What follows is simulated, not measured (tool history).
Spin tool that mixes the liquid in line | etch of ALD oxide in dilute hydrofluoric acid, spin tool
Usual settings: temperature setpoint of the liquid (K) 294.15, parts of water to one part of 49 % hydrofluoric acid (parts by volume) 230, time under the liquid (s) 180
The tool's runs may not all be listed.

run,hour,temperature setpoint of the liquid (K),parts of water to one part of 49 % hydrofluoric acid (parts by volume),time under the liquid (s),wafers since the last listed run,hours since the thermometer was replaced,hours since the hydrofluoric acid flow meter was replaced,hours since the gauge calibration,"read-back film thickness of the ALD oxide reference wafer, read on the same gauge (nm)",thickness taken off the ALD oxide on a monitor wafer (Å)
1,0,294.15,230,180,0,678.4,795.6,648.2,130,93.5
2,8.4,294.15,180,180,51,686.8,804,656.6,130.02,128.1
3,20.1,294.15,230,180,71,698.5,815.7,668.3,130.02,93.3
4,29.9,297.15,295,180,59,708.3,825.5,678.1,130.01,77
5,37.1,297.15,295,180,43,715.5,832.7,685.3,130,77.5
6,53,294.15,230,180,96,731.4,848.6,701.2,129.95,95.7
7,60.1,294.15,230,180,43,738.5,855.7,708.3,129.97,95.7
8,77.6,294.15,140,180,106,756,873.2,725.8,130.03,170.1
# hour 87.3: gauge calibrated
9,87.5,294.15,230,180,60,765.9,883.1,0.2,130.01,93.7
10,97.8,294.15,230,180,62,776.2,893.4,10.5,129.98,94.8
# hour 114.9: hydrofluoric acid flow meter replaced
11,115.4,294.15,230,155,100,793.8,0.5,28.1,130.02,72.6
12,125.2,294.15,230,155,59,803.6,10.3,37.9,130.02,71.4
13,133.9,294.15,230,180,52,812.3,19,46.6,130.02,84.6
14,151.3,299.15,160,140,105,829.7,36.4,64,129.93,122.9
15,172.7,294.15,230,180,130,851.1,57.8,85.4,129.97,84.9
16,187.8,296.15,330,130,91,866.2,72.9,100.5,130,41.8
17,201.3,294.15,230,150,82,879.7,86.4,114,130,69.8
18,212.1,298.15,130,180,65,890.5,97.2,124.8,130.02,195.6
# hour 223: thermometer replaced
19,225.3,290.15,315,95,74,2.3,110.4,138,129.99,26.3
20,239.3,298.15,270,180,85,16.3,124.4,152,129.97,81.2
21,251.4,290.15,285,245,73,28.4,136.5,164.1,129.99,76.4
22,267.5,292.15,135,250,97,44.5,152.6,180.2,130.01,203.1
23,284.8,294.15,230,180,105,61.8,169.9,197.5,130.02,87.2
24,300,294.15,230,180,92,77,185.1,212.7,130.03,86.2
25,314.8,290.15,275,180,90,91.8,199.9,227.5,129.98,59.4
26,326.6,294.15,230,180,71,103.6,211.7,239.3,130.02,86.4

Run 27 comes next. What will it give?
27,334.9,294.15,230,180,50,111.9,220,247.6,?,?

read-back film thickness of the ALD oxide reference wafer, read on the same gauge (nm): 130.02
thickness taken off the ALD oxide on a monitor wafer (Å): 85.1
Without the tool's hidden state the same run would have given thickness taken off the ALD oxide on a monitor wafer (Å) 82.4.
